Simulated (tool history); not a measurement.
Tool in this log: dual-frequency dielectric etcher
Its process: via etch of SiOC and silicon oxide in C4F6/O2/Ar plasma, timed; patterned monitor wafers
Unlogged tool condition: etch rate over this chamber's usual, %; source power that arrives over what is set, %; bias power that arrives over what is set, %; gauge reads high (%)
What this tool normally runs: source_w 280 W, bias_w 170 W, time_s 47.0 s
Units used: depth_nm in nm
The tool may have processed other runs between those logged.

run	hour	source_w	bias_w	time_s	wafers since the last listed run	hours since the last wet clean	hours since the last source power generator calibration	hours since the last bias power generator calibration	hours since the last upper electrode change	hours since the gauge calibration	read-back reference wafer on the same gauge, depth_nm	depth_nm
1	0.0	280	170	47.0	0	114.9	4035.6	1535.8	3993.2	1781.1	41.29	46.44
2	39.5	280	170	38.5	260	154.4	4075.1	1575.3	4032.7	1820.6	41.20	37.62
3	144.0	280	170	38.5	689	258.9	4179.6	1679.8	4137.2	1925.1	41.16	37.86
4	191.3	280	170	47.0	312	306.2	4226.9	1727.1	4184.5	1972.4	41.12	45.14
# hour 241.5: bias power generator calibrated
5	267.0	280	170	47.0	473	381.9	4302.6	25.5	4260.2	2048.1	41.11	45.57
6	350.2	280	170	47.0	549	465.1	4385.8	108.7	4343.4	2131.3	41.10	46.14
7	632.2	250	170	58.0	1860	747.1	4667.8	390.7	4625.4	2413.3	41.00	52.88
# hour 702.7: wet clean of the chamber
8	738.6	330	140	41.0	543	35.9	4774.2	497.1	4731.8	2519.7	40.94	40.48
9	789.1	280	170	51.5	333	86.4	4824.7	547.6	4782.3	2570.2	40.95	50.35
10	850.8	280	170	47.0	407	148.1	4886.4	609.3	4844.0	2631.9	40.86	45.29
# hour 877.6: upper electrode replaced
11	893.2	320	141	41.5	121	190.5	4928.8	651.7	15.6	2674.3	40.86	41.10
12	963.4	280	170	58.0	463	260.7	4999.0	721.9	85.8	2744.5	40.81	56.51
# hour 994.2: source power generator calibrated
13	1059.3	320	211	35.5	606	356.6	65.1	817.8	181.7	2840.4	40.82	39.38
14	1158.4	280	170	47.0	653	455.7	164.2	916.9	280.8	2939.5	40.70	45.54
15	1249.4	350	149	41.5	600	546.7	255.2	1007.9	371.8	3030.5	40.66	43.21
16	1301.6	280	170	38.5	344	598.9	307.4	1060.1	424.0	3082.7	40.62	36.97
# hour 1346.5: wet clean of the chamber
17	1361.6	250	201	52.0	237	15.1	367.4	1120.1	484.0	3142.7	40.59	49.74
18	1430.5	280	131	47.0	454	84.0	436.3	1189.0	552.9	3211.6	40.61	41.98
19	1535.5	350	143	34.0	692	189.0	541.3	1294.0	657.9	3316.6	40.52	34.60
# hour 1552.4: gauge calibrated
20	1607.8	220	138	60.5	477	261.3	613.6	1366.3	730.2	55.4	41.36	48.44
21	1696.3	260	170	54.5	583	349.8	702.1	1454.8	818.7	143.9	41.38	51.66
22	1803.5	280	170	47.0	707	457.0	809.3	1562.0	925.9	251.1	41.38	46.28
23	1853.7	320	170	47.0	331	507.2	859.5	1612.2	976.1	301.3	41.33	49.47
24	1897.2	320	151	47.0	287	550.7	903.0	1655.7	1019.6	344.8	41.33	47.55
# hour 1954.7: wet clean of the chamber
25	1966.9	280	170	47.0	301	12.2	972.7	1725.4	1089.3	414.5	41.35	46.67
26	2012.2	250	128	47.0	298	57.5	1018.0	1770.7	1134.6	459.8	41.34	39.37
27	2112.5	280	170	38.5	661	157.8	1118.3	1871.0	1234.9	560.1	41.34	37.47
28	2154.6	350	147	40.0	277	199.9	1160.4	1913.1	1277.0	602.2	41.33	41.95
29	2231.6	250	149	37.0	508	276.9	1237.4	1990.1	1354.0	679.2	41.32	32.71
30	2297.3	280	135	53.0	433	342.6	1303.1	2055.8	1419.7	744.9	41.28	48.28

Consider 3 possible next runs. They are alternatives, not a sequence: every one starts from the tool as it was left by run 30. What does each give?
A	2297.7	280	170	47.0	2	343.0	1303.5	2056.2	1420.1	745.3	?	?
B	2297.7	310	207	47.0	2	343.0	1303.5	2056.2	1420.1	745.3	?	?
C	2297.7	310	170	47.0	2	343.0	1303.5	2056.2	1420.1	745.3	?	?

run	read-back reference wafer on the same gauge, depth_nm	depth_nm
A	41.34	46.23
B	41.34	51.97
C	41.34	48.83
With the hidden condition removed and each run's random variation left untouched, the same runs would have given:
run	depth_nm
A	46.45
B	52.22
C	49.06
